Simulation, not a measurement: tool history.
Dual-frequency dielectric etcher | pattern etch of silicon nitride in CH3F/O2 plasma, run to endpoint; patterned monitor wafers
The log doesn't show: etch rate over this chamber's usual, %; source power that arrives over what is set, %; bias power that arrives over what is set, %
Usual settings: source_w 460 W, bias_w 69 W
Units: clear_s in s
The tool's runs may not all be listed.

| run | hour | source_w | bias_w | wafers since the last listed run | hours since the last wet clean | hours since the last source power generator calibration | hours since the last bias power generator calibration | hours since the last upper electrode change | incoming incoming film thickness, nm | clear_s |
|---|---|---|---|---|---|---|---|---|---|---|
| 1 | 0 | 460 | 78 | 0 | 246.6 | 2322.2 | 4242.3 | 2221.5 | 104.4 | 128.7 |
|  | 47.1 | bias power generator calibrated |
| 2 | 57.3 | 460 | 69 | 523 | 303.9 | 2379.5 | 10.2 | 2278.8 | 103.7 | 133.5 |
| 3 | 107.8 | 460 | 69 | 495 | 354.4 | 2430 | 60.7 | 2329.3 | 103.8 | 135.9 |
| 4 | 144.1 | 420 | 69 | 356 | 390.7 | 2466.3 | 97 | 2365.6 | 104.6 | 142.4 |
| 5 | 171.1 | 460 | 69 | 265 | 417.7 | 2493.3 | 124 | 2392.6 | 104.8 | 137.8 |
|  | 219.6 | wet clean of the chamber |
| 6 | 220.1 | 460 | 69 | 245 | 0.5 | 2542.3 | 173 | 2441.6 | 104.4 | 130 |
| 7 | 237.3 | 460 | 69 | 168 | 17.7 | 2559.5 | 190.2 | 2458.8 | 105.2 | 129.5 |
| 8 | 303.3 | 460 | 69 | 647 | 83.7 | 2625.5 | 256.2 | 2524.8 | 104.6 | 130.2 |
| 9 | 353.6 | 460 | 69 | 493 | 134 | 2675.8 | 306.5 | 2575.1 | 104.5 | 131.6 |
| 10 | 383.7 | 370 | 69 | 295 | 164.1 | 2705.9 | 336.6 | 2605.2 | 105.3 | 140.7 |
| 11 | 453.1 | 460 | 79 | 681 | 233.5 | 2775.3 | 406 | 2674.6 | 104.1 | 128.1 |
| 12 | 523.2 | 460 | 79 | 688 | 303.6 | 2845.4 | 476.1 | 2744.7 | 103.8 | 126.9 |
|  | 598 | upper electrode replaced |
| 13 | 598.5 | 490 | 77 | 503 | 378.9 | 2920.7 | 551.4 | 0.5 | 104.3 | 124.6 |
| 14 | 644.4 | 460 | 56 | 450 | 424.8 | 2966.6 | 597.3 | 46.4 | 104.4 | 145.5 |
|  | 668.4 | source power generator calibrated |
|  | 727.6 | wet clean of the chamber |
| 15 | 728.1 | 390 | 85 | 546 | 0.5 | 59.7 | 681 | 130.1 | 103.9 | 125.6 |
| 16 | 774 | 380 | 64 | 450 | 46.4 | 105.6 | 726.9 | 176 | 103.3 | 139.4 |
| 17 | 833.4 | 460 | 69 | 583 | 105.8 | 165 | 786.3 | 235.4 | 102.8 | 129.2 |
| 18 | 981.2 | 460 | 69 | 1450 | 253.6 | 312.8 | 934.1 | 383.2 | 103.2 | 131.2 |
| 19 | 1041.6 | 380 | 69 | 592 | 314 | 373.2 | 994.5 | 443.6 | 104.4 | 141.2 |
| 20 | 1092.8 | 570 | 56 | 502 | 365.2 | 424.4 | 1045.7 | 494.8 | 104.2 | 135.9 |
| 21 | 1151.9 | 520 | 83 | 580 | 424.3 | 483.5 | 1104.8 | 553.9 | 104.9 | 122.5 |
| 22 | 1198.1 | 460 | 75 | 453 | 470.5 | 529.7 | 1151 | 600.1 | 103.7 | 131.2 |
| 23 | 1224.3 | 530 | 60 | 257 | 496.7 | 555.9 | 1177.2 | 626.3 | 104.7 | 136.6 |
|  | 1255.5 | wet clean of the chamber |
| 24 | 1266.7 | 460 | 69 | 180 | 11.2 | 598.3 | 1219.6 | 668.7 | 104.5 | 129.4 |
| 25 | 1300.1 | 490 | 74 | 327 | 44.6 | 631.7 | 1253 | 702.1 | 104.6 | 125.8 |
| 26 | 1343.2 | 550 | 57 | 423 | 87.7 | 674.8 | 1296.1 | 745.2 | 104.6 | 131.3 |
| 27 | 1378.5 | 380 | 85 | 346 | 123 | 710.1 | 1331.4 | 780.5 | 103.5 | 129.2 |
| 28 | 1421.1 | 460 | 86 | 418 | 165.6 | 752.7 | 1374 | 823.1 | 104 | 123.8 |
| 29 | 1459.3 | 420 | 73 | 374 | 203.8 | 790.9 | 1412.2 | 861.3 | 103.9 | 132.7 |
| 30 | 1484.7 | 410 | 52 | 249 | 229.2 | 816.3 | 1437.6 | 886.7 | 105.2 | 153 |
| 31 | 1509.5 | 380 | 85 | 243 | 254 | 841.1 | 1462.4 | 911.5 | 104.2 | 130.4 |
| 32 | 1563.4 | 460 | 69 | 529 | 307.9 | 895 | 1516.3 | 965.4 | 104.5 | 134.5 |
| 33 | 1606.5 | 550 | 69 | 423 | 351 | 938.1 | 1559.4 | 1008.5 | 104 | 129.2 |
| 34 | 1637.4 | 500 | 85 | 303 | 381.9 | 969 | 1590.3 | 1039.4 | 104.4 | 123 |
| 35 | 1674.3 | 460 | 74 | 362 | 418.8 | 1005.9 | 1627.2 | 1076.3 | 104.4 | 134.2 |

Hidden state or all else? Some run-to-run changes of clear_s, split into what the settings, what came in and random variation would give without the hidden state, and what is left for the hidden state (with any gauge scatter that isn't in both results):
Run 5 -> 6: wet clean of the chamber. clear_s -7.8 s: hidden state -7.6, all else -0.2.
Run 13 -> 14: source_w 490 -> 460, bias_w 77 -> 56. clear_s +20.9 s: hidden state +1.4, all else +19.5.
Run 14 -> 15: source_w 460 -> 390, bias_w 56 -> 85, source power generator calibrated, wet clean of the chamber. clear_s -19.9 s: hidden state -6.3, all else -13.6.
Run 23 -> 24: source_w 530 -> 460, bias_w 60 -> 69, wet clean of the chamber. clear_s -7.2 s: hidden state -6, all else -1.2.
Run 29 -> 30: source_w 420 -> 410, bias_w 73 -> 52. clear_s +20.3 s: hidden state +0.8, all else +19.5.
Run 30 -> 31: source_w 410 -> 380, bias_w 52 -> 85. clear_s -22.6 s: hidden state -0.2, all else -22.4.

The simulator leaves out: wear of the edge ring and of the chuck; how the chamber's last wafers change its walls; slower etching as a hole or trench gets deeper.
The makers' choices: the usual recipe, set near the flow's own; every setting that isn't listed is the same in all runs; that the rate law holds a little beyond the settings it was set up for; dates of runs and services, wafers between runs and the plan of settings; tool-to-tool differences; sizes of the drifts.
